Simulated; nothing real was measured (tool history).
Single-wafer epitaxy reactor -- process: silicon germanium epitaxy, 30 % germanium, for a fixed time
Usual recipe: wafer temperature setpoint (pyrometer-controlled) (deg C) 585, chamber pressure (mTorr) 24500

run     day  wafer temperature setpoint (pyrometer-controlled) (deg C)  chamber pressure (mTorr)  wafers since the last listed run  hours since the last pyrometer calibration  hours since the last manometer calibration  hours since the showerhead was replaced  hours since the gauge calibration  read-back reference wafer on the same gauge, thickness_nm  mean film thickness on the monitor wafer (Å)
  1   0.000                                                        585                     24500                                 0                                      1729.5                                      1225.1                                   2780.1                              525.7                                                     50.516                                        477.46
  2   4.471                                                        585                     24500                              2074                                      1836.8                                      1332.4                                   2887.4                              633.0                                                     50.508                                        472.41
  3   6.133                                                        595                     21200                               771                                      1876.7                                      1372.3                                   2927.3                              672.9                                                     50.518                                        525.84
  4   8.608                                                        585                     24500                              1148                                      1936.1                                      1431.7                                   2986.7                              732.3                                                     50.520                                        473.98
  5  12.146                                                        585                     28800                              1641                                      2021.0                                      1516.6                                   3071.6                              817.2                                                     50.465                                        512.47
  6  14.367                                                        585                     28800                              1030                                      2074.3                                      1569.9                                   3124.9                              870.5                                                     50.389                                        514.59
     21.350  -- showerhead replaced
  7  26.196                                                        585                     24500                              5333                                      2358.2                                      1853.8                                    116.3                             1154.4                                                     50.517                                        474.64
     26.846  -- capacitance manometer re-zeroed and calibrated
  8  29.321                                                        579                     21600                              1295                                      2433.2                                        59.4                                    191.3                             1229.4                                                     50.494                                        399.79
     30.746  -- pyrometer calibrated
  9  32.450                                                        600                     24500                              1297                                        40.9                                       134.5                                    266.4                             1304.5                                                     50.440                                        635.40
 10  33.962                                                        599                     22600                               701                                        77.2                                       170.8                                    302.7                             1340.8                                                     50.539                                        601.85
     36.262  -- gauge calibrated
 11  37.579                                                        585                     20300                              1677                                       164.0                                       257.6                                    389.5                               31.6                                                     50.526                                        451.24

Run 12 comes next. What will it give?
 12  41.275                                                        577                     22900                              1714                                       252.7                                       346.3                                    478.2                              120.3                                                          ?                                             ?

Run 12 produced read-back reference wafer on the same gauge, thickness_nm 50.511, mean film thickness on the monitor wafer (Å) 418.69.
Without the tool's hidden state the same run would have given mean film thickness on the monitor wafer (Å) 420.73.

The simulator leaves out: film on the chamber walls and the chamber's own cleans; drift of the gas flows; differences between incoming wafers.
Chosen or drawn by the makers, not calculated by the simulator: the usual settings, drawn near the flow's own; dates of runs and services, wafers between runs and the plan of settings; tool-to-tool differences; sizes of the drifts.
